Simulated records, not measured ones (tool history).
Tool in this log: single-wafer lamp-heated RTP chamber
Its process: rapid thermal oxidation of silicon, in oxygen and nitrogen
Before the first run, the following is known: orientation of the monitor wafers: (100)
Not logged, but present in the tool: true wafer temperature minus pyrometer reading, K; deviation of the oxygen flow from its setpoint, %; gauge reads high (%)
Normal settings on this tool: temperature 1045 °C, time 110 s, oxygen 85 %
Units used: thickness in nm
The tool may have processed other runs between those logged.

run    hour  temperature  time  oxygen  wafers since the last listed run  wafers since the last pyrometer calibration  hours since the oxygen flow controller was replaced  hours since the gauge calibration  read-back reference wafer on the same gauge, thickness  thickness
  1     0.0         1066   110      85                                 0                                         2215                                               2220.0                             1281.5                                                  11.469     11.495
  2    48.5         1066   110      85                               625                                         2840                                               2268.5                             1330.0                                                  11.475     11.501
  3    62.3         1057   110      85                               177                                         3018                                               2282.3                             1343.8                                                  11.463     10.788
  4   117.6         1057   110      85                               712                                         3730                                               2337.6                             1399.1                                                  11.479     10.880
  5   132.3         1057   110      85                               189                                         3920                                               2352.3                             1413.8                                                  11.466     10.826
  6   162.2         1045   110      85                               385                                         4305                                               2382.2                             1443.7                                                  11.470     10.022
      192.0  -- gauge calibrated
  7   197.4         1045   110      85                               453                                         4759                                               2417.4                                5.4                                                  11.469      9.998
  8   221.5         1045   110      85                               310                                         5069                                               2441.5                               29.5                                                  11.467     10.025
  9   253.6         1052   110      85                               413                                         5483                                               2473.6                               61.6                                                  11.463     10.546
 10   276.6         1052   110      85                               296                                         5779                                               2496.6                               84.6                                                  11.461     10.558
 11   288.9         1052   110      85                               158                                         5938                                               2508.9                               96.9                                                  11.467     10.522
 12   309.9         1022   110      85                               270                                         6208                                               2529.9                              117.9                                                  11.471      8.514
 13   342.6         1045   110      85                               421                                         6630                                               2562.6                              150.6                                                  11.468     10.066
 14   376.2         1037   110      77                               433                                         7063                                               2596.2                              184.2                                                  11.464      9.166
 15   397.6         1037   110      77                               275                                         7339                                               2617.6                              205.6                                                  11.474      9.220
 16   429.2         1045   110      85                               407                                         7746                                               2649.2                              237.2                                                  11.472     10.050
 17   459.0         1062    95      98                               384                                         8130                                               2679.0                              267.0                                                  11.463     11.159
 18   481.8         1045   110      85                               293                                         8424                                               2701.8                              289.8                                                  11.482     10.038
 19   516.6         1045   110      85                               448                                         8872                                               2736.6                              324.6                                                  11.461     10.043
      536.3  -- pyrometer window cleaned and pyrometer calibrated
 20   536.8         1045    62      95                               157                                            6                                               2756.8                              344.8                                                  11.473      7.872
 21   555.1         1019   110      98                               235                                          242                                               2775.1                              363.1                                                  11.469      8.587
      573.9  -- oxygen flow controller replaced
 22   586.3         1059   110      98                               298                                          541                                                 12.4                              394.3                                                  11.466     11.414
 23   603.8         1045   110      75                               225                                          767                                                 29.9                              411.8                                                  11.462      9.417
 24   624.5         1045   110      85                               266                                         1034                                                 50.6                              432.5                                                  11.466      9.862
 25   657.3         1021   131      98                               422                                         1456                                                 83.4                              465.3                                                  11.469      9.578
 26   683.1         1045   110      85                               332                                         1789                                                109.2                              491.1                                                  11.478      9.940
 27   710.3         1030   147      59                               350                                         2139                                                136.4                              518.3                                                  11.462      8.963
 28   743.2         1057   110      85                               423                                         2563                                                169.3                              551.2                                                  11.476     10.753
 29   762.9         1045   110      85                               253                                         2817                                                189.0                              570.9                                                  11.470      9.955
 30   795.1         1045    77      74                               414                                         3232                                                221.2                              603.1                                                  11.466      8.085
 31   820.1         1020   110      73                               322                                         3554                                                246.2                              628.1                                                  11.470      7.909
 32   847.3         1045    65      85                               350                                         3905                                                273.4                              655.3                                                  11.466      7.891
 33   862.2         1016   110      56                               192                                         4097                                                288.3                              670.2                                                  11.459      7.012
 34   897.7         1045   110      85                               457                                         4554                                                323.8                              705.7                                                  11.473     10.056
 35   925.5         1045   110      60                               358                                         4913                                                351.6                              733.5                                                  11.470      8.810
 36   955.0         1045   110      85                               380                                         5293                                                381.1                              763.0                                                  11.470      9.976
 37   973.7         1029   127      98                               240                                         5534                                                399.8                              781.7                                                  11.475     10.043
 38  1005.5         1030   110      98                               409                                         5944                                                431.6                              813.5                                                  11.470      9.507

Measured result minus the same run's result without the hidden state. Both carry the same run-to-run variation, though not necessarily the same gauge scatter:
run  thickness
  1     +0.178
  2     +0.207
  3     +0.203
  4     +0.227
  5     +0.232
  6     +0.228
  7     +0.237
  8     +0.243
  9     +0.259
 10     +0.264
 11     +0.265
 12     +0.228
 13     +0.265
 14     +0.247
 15     +0.251
 16     +0.274
 17     +0.297
 18     +0.277
 19     +0.279
 20     +0.003
 21     +0.023
 22     +0.066
 23     +0.072
 24     +0.093
 25     +0.120
 26     +0.137
 27     +0.142
 28     +0.182
 29     +0.180
 30     +0.156
 31     +0.167
 32     +0.167
 33     +0.158
 34     +0.229
 35     +0.205
 36     +0.240
 37     +0.252
 38     +0.243
